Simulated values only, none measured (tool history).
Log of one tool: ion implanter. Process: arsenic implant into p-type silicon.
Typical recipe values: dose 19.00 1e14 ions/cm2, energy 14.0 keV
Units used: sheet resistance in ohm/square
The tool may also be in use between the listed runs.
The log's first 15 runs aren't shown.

run	day	dose	energy	read-back reference wafer on the same gauge, sheet resistance	sheet resistance
16	8.842	15.51	14.0	94.49	97.38
# day 9.421: Faraday cup replaced and dose calibrated
17	9.442	19.00	10.5	94.51	94.43
18	9.900	19.00	16.0	94.50	90.39
19	10.167	20.86	12.0	94.49	90.68
20	10.617	19.00	14.0	94.50	92.13
21	11.125	19.00	14.0	94.49	92.01
22	11.412	22.22	12.0	94.49	89.21
23	11.883	19.00	14.0	94.48	91.97
24	12.512	24.03	14.0	94.50	86.20
25	12.962	19.00	14.0	94.51	92.20
26	13.467	15.29	16.0	94.48	98.13
27	14.025	22.37	11.5	94.48	89.72
28	14.712	19.00	14.0	94.49	91.82
29	15.450	16.89	18.5	94.51	92.35
30	15.900	16.97	14.0	94.48	95.38
31	16.438	23.28	10.5	94.49	89.13
32	16.979	15.34	16.0	94.53	97.68
33	17.404	19.00	14.0	94.49	91.79
34	18.088	22.95	9.5	94.51	90.19
35	18.388	19.00	14.0	94.52	91.90
36	19.067	16.25	9.5	94.54	99.90
37	19.450	21.69	18.5	94.49	84.61
38	19.812	22.32	10.0	94.48	90.46

4 ways to go on from here, each from the tool as it stands after run 38. What would each give?
A	19.829	19.00	14.0	?	?
B	19.829	14.54	16.0	?	?
C	19.829	19.00	15.5	?	?
D	19.829	23.91	15.5	?	?

run	read-back reference wafer on the same gauge, sheet resistance	sheet resistance
A	94.50	91.93
B	94.50	100.10
C	94.50	90.80
D	94.50	85.01
With the hidden condition removed and each run's random variation left untouched, the same runs would have given:
run	sheet resistance
A	92.45
B	100.89
C	91.33
D	85.40
